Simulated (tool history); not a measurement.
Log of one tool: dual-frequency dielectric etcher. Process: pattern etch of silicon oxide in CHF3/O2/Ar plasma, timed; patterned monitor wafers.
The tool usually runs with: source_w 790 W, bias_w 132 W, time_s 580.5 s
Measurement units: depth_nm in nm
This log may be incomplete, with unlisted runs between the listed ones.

| run | day | source_w | bias_w | time_s | wafers since the last listed run | hours since the last wet clean | hours since the last source power generator calibration | hours since the last bias power generator calibration | hours since the last upper electrode change | hours since the gauge calibration | read-back reference wafer on the same gauge, depth_nm | depth_nm |
|---|---|---|---|---|---|---|---|---|---|---|---|---|
| 1 | 0.000 | 790 | 132 | 617.5 | 0 | 239.9 | 673.0 | 1110.1 | 4662.6 | 117.2 | 1418.9 | 1289.1 |
| 2 | 1.033 | 790 | 132 | 617.5 | 101 | 264.7 | 697.8 | 1134.9 | 4687.4 | 142.0 | 1420.2 | 1286.6 |
| 3 | 2.233 | 790 | 132 | 580.5 | 118 | 293.5 | 726.6 | 1163.7 | 4716.2 | 170.8 | 1419.8 | 1223.9 |
| 4 | 5.029 | 790 | 132 | 580.5 | 274 | 360.6 | 793.7 | 1230.8 | 4783.3 | 237.9 | 1418.8 | 1231.9 |
|  | 6.962 | wet clean of the chamber |
| 5 | 6.983 | 790 | 132 | 580.5 | 93 | 0.5 | 840.6 | 1277.7 | 4830.2 | 284.8 | 1418.1 | 1203.9 |
| 6 | 9.500 | 790 | 132 | 580.5 | 247 | 60.9 | 901.0 | 1338.1 | 4890.6 | 345.2 | 1419.1 | 1203.3 |
| 7 | 10.996 | 790 | 132 | 580.5 | 147 | 96.8 | 936.9 | 1374.0 | 4926.5 | 381.1 | 1422.8 | 1210.2 |
| 8 | 12.125 | 790 | 132 | 580.5 | 111 | 123.9 | 964.0 | 1401.1 | 4953.6 | 408.2 | 1418.6 | 1207.2 |
| 9 | 13.404 | 790 | 132 | 580.5 | 125 | 154.6 | 994.7 | 1431.8 | 4984.3 | 438.9 | 1422.0 | 1214.6 |
| 10 | 15.692 | 790 | 132 | 580.5 | 224 | 209.5 | 1049.6 | 1486.7 | 5039.2 | 493.8 | 1421.4 | 1224.6 |
| 11 | 17.600 | 920 | 140 | 627.5 | 187 | 255.3 | 1095.4 | 1532.5 | 5085.0 | 539.6 | 1419.2 | 1417.2 |
| 12 | 20.317 | 950 | 145 | 463.0 | 267 | 320.5 | 1160.6 | 1597.7 | 5150.2 | 604.8 | 1422.3 | 1088.1 |
|  | 24.550 | wet clean of the chamber |
| 13 | 25.379 | 870 | 132 | 447.0 | 399 | 19.9 | 1282.1 | 1719.2 | 5271.7 | 726.3 | 1421.3 | 947.6 |
| 14 | 27.400 | 970 | 100 | 580.5 | 198 | 68.4 | 1330.6 | 1767.7 | 5320.2 | 774.8 | 1424.3 | 1219.9 |
|  | 29.312 | bias power generator calibrated |
| 15 | 29.775 | 660 | 144 | 580.5 | 217 | 125.4 | 1387.6 | 11.1 | 5377.2 | 831.8 | 1418.3 | 1176.9 |
|  | 30.979 | gauge calibrated |
|  | 31.488 | upper electrode replaced |
|  | 31.996 | source power generator calibrated |
| 16 | 35.167 | 680 | 158 | 409.5 | 415 | 254.8 | 76.1 | 140.5 | 88.3 | 100.5 | 1418.0 | 856.2 |
| 17 | 37.304 | 790 | 150 | 580.5 | 210 | 306.1 | 127.4 | 191.8 | 139.6 | 151.8 | 1423.0 | 1280.7 |
| 18 | 40.292 | 790 | 132 | 580.5 | 293 | 377.8 | 199.1 | 263.5 | 211.3 | 223.5 | 1422.9 | 1238.5 |

Consider 5 possible next runs. They are alternatives, not a sequence: every one starts from the tool as it was left by run 18. What does each give?
| A | 40.317 | 620 | 132 | 580.5 | 2 | 378.4 | 199.7 | 264.1 | 211.9 | 224.1 | ? | ? |
| B | 40.317 | 730 | 100 | 580.5 | 2 | 378.4 | 199.7 | 264.1 | 211.9 | 224.1 | ? | ? |
| C | 40.317 | 970 | 165 | 660.0 | 2 | 378.4 | 199.7 | 264.1 | 211.9 | 224.1 | ? | ? |
| D | 40.317 | 720 | 132 | 678.0 | 2 | 378.4 | 199.7 | 264.1 | 211.9 | 224.1 | ? | ? |
| E | 40.317 | 840 | 162 | 580.5 | 2 | 378.4 | 199.7 | 264.1 | 211.9 | 224.1 | ? | ? |

| run | read-back reference wafer on the same gauge, depth_nm | depth_nm |
|---|---|---|
| A | 1421.2 | 1156.1 |
| B | 1421.2 | 1148.7 |
| C | 1421.2 | 1586.8 |
| D | 1421.2 | 1412.2 |
| E | 1421.2 | 1327.6 |
Without the tool's unlogged condition, the same runs would have read:
| run | depth_nm |
|---|---|
| A | 1106.2 |
| B | 1099.1 |
| C | 1518.2 |
| D | 1351.2 |
| E | 1270.2 |

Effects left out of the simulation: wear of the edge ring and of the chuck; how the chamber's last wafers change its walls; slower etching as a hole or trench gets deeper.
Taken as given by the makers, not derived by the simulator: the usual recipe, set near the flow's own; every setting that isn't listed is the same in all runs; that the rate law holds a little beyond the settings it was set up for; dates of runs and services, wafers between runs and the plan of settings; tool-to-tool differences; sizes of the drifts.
